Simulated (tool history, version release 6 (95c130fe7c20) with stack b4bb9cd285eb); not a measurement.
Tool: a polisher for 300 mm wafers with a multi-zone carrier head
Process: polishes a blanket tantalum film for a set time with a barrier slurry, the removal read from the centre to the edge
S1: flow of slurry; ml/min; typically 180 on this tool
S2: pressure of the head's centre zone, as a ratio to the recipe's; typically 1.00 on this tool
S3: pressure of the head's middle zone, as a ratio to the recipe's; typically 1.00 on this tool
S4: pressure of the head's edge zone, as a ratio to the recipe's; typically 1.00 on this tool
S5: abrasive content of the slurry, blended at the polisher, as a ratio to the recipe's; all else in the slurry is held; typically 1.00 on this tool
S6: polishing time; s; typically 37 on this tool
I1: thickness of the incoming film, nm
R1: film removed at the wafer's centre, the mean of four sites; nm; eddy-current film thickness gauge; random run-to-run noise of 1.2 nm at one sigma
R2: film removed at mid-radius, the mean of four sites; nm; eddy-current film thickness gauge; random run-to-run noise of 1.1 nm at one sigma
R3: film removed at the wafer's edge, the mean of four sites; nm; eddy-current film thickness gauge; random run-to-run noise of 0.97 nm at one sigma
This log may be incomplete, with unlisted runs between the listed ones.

run 1 hour=0.0 | S1=180 S2=1.00 S3=1.00 S4=1.00 S5=1.00 S6=37 | I1=310.8 | R1=78.4 R2=80.9 R3=79.5
-- hour=20.4 carrier head's membrane replaced by a new one
run 2 hour=51.7 | S1=180 S2=1.00 S3=1.00 S4=1.00 S5=1.00 S6=37 | I1=308.4 | R1=78.4 R2=79.3 R3=79.5
run 3 hour=121.8 | S1=180 S2=1.00 S3=1.00 S4=1.00 S5=1.10 S6=37 | I1=310.3 | R1=82.9 R2=80.4 R3=80.2
-- hour=140.8 worn pad replaced by a new one
run 4 hour=158.6 | S1=180 S2=1.00 S3=1.00 S4=1.00 S5=1.10 S6=37 | I1=304.6 | R1=85.0 R2=85.5 R3=86.7
run 5 hour=212.3 | S1=180 S2=1.00 S3=1.00 S4=1.00 S5=1.10 S6=37 | I1=311.1 | R1=85.2 R2=84.4 R3=84.9
-- hour=228.1 slurry nozzle cleaned
run 6 hour=283.8 | S1=180 S2=1.00 S3=1.00 S4=1.00 S5=1.00 S6=37 | I1=309.4 | R1=82.2 R2=82.4 R3=82.4
run 7 hour=353.7 | S1=180 S2=1.00 S3=1.00 S4=1.00 S5=1.00 S6=37 | I1=308.5 | R1=80.7 R2=79.7 R3=82.0
run 8 hour=425.4 | S1=180 S2=1.00 S3=1.00 S4=1.00 S5=1.00 S6=37 | I1=309.0 | R1=81.1 R2=79.3 R3=79.6
-- hour=432.2 centre zone pressure recalibrated
-- hour=474.0 carrier head's membrane replaced by a new one
-- hour=474.1 worn pad replaced by a new one
run 9 hour=474.5 | S1=180 S2=1.00 S3=1.00 S4=1.00 S5=1.10 S6=27 | I1=304.6 | R1=61.3 R2=62.5 R3=64.5
-- hour=529.2 edge zone pressure recalibrated
run 10 hour=529.7 | S1=215 S2=1.00 S3=1.04 S4=1.06 S5=1.30 S6=37 | I1=307.0 | R1=90.7 R2=93.1 R3=95.0
run 11 hour=585.6 | S1=155 S2=1.00 S3=1.00 S4=1.00 S5=1.00 S6=30 | I1=308.7 | R1=64.6 R2=64.2 R3=65.9
run 12 hour=676.5 | S1=180 S2=1.00 S3=0.89 S4=1.00 S5=1.10 S6=43 | I1=307.1 | R1=98.2 R2=87.4 R3=96.1
run 13 hour=700.9 | S1=245 S2=1.00 S3=1.07 S4=0.89 S5=1.00 S6=31 | I1=306.5 | R1=71.2 R2=74.9 R3=68.0
run 14 hour=745.5 | S1=160 S2=1.08 S3=1.00 S4=1.00 S5=0.85 S6=46 | I1=309.7 | R1=103.0 R2=91.6 R3=93.2
-- hour=781.8 worn pad replaced by a new one
run 15 hour=788.4 | S1=180 S2=1.00 S3=0.89 S4=1.00 S5=1.10 S6=43 | I1=310.2 | R1=97.6 R2=87.4 R3=100.8
run 16 hour=833.7 | S1=200 S2=1.00 S3=1.00 S4=1.00 S5=0.75 S6=47 | I1=311.9 | R1=101.9 R2=100.5 R3=99.9
-- hour=846.4 slurry nozzle cleaned
run 17 hour=893.1 | S1=160 S2=1.00 S3=1.00 S4=0.94 S5=1.00 S6=44 | I1=310.5 | R1=95.6 R2=94.5 R3=94.6
-- hour=946.4 centre zone pressure recalibrated
run 18 hour=956.6 | S1=180 S2=1.07 S3=1.00 S4=1.00 S5=1.00 S6=37 | I1=311.7 | R1=88.0 R2=82.4 R3=82.0
-- hour=983.8 carrier head's membrane replaced by a new one
run 19 hour=1001.4 | S1=180 S2=0.93 S3=0.97 S4=1.00 S5=1.00 S6=37 | I1=308.5 | R1=76.2 R2=78.4 R3=81.5
run 20 hour=1062.5 | S1=180 S2=0.93 S3=1.00 S4=1.00 S5=1.00 S6=37 | I1=308.3 | R1=76.2 R2=80.4 R3=81.2
run 21 hour=1115.9 | S1=180 S2=1.00 S3=1.00 S4=1.00 S5=1.00 S6=37 | I1=310.1 | R1=79.7 R2=78.9 R3=81.3
-- hour=1157.1 worn pad replaced by a new one
run 22 hour=1164.6 | S1=150 S2=1.00 S3=1.00 S4=1.00 S5=1.00 S6=29 | I1=306.2 | R1=63.1 R2=61.9 R3=63.6

Measured less the same run without the tool's hidden state. The same run-to-run variation is in both; the gauge's scatter may not be:
The tool's hidden condition here consists of: removal rate lost through wear of the pad, %; slurry flow missing at the pad, %; deviation of the centre zone's pressure from its setpoint, %; deviation of the edge zone's pressure from its setpoint, %.
run=1 R1=-3.8 R2=-3.9 R3=-3.8
run=2 R1=-4.5 R2=-4.6 R3=-4.6
run=3 R1=-5.9 R2=-5.7 R3=-5.7
run=4 R1=-0.8 R2=-0.9 R3=-0.9
run=5 R1=-1.6 R2=-1.6 R3=-1.6
run=6 R1=-2.6 R2=-2.7 R3=-2.6
run=7 R1=-3.5 R2=-3.5 R3=-3.6
run=8 R1=-4.7 R2=-4.6 R3=-4.6
run=9 R1=-0.1 R2=-0.2 R3=-0.1
run=10 R1=-1.1 R2=-1.2 R3=-1.1
run=11 R1=-1.4 R2=-1.4 R3=-1.4
run=12 R1=-3.7 R2=-3.2 R3=-3.6
run=13 R1=-3.0 R2=-3.2 R3=-2.9
run=14 R1=-5.2 R2=-4.6 R3=-4.7
run=15 R1=-0.3 R2=-0.2 R3=-0.3
run=16 R1=-1.1 R2=-1.0 R3=-1.1
run=17 R1=-2.0 R2=-1.9 R3=-1.9
run=18 R1=-2.8 R2=-2.6 R3=-2.6
run=19 R1=-3.0 R2=-3.2 R3=-3.2
run=20 R1=-3.9 R2=-4.1 R3=-4.1
run=21 R1=-4.9 R2=-4.8 R3=-5.0
run=22 R1=-0.4 R2=-0.3 R3=-0.3
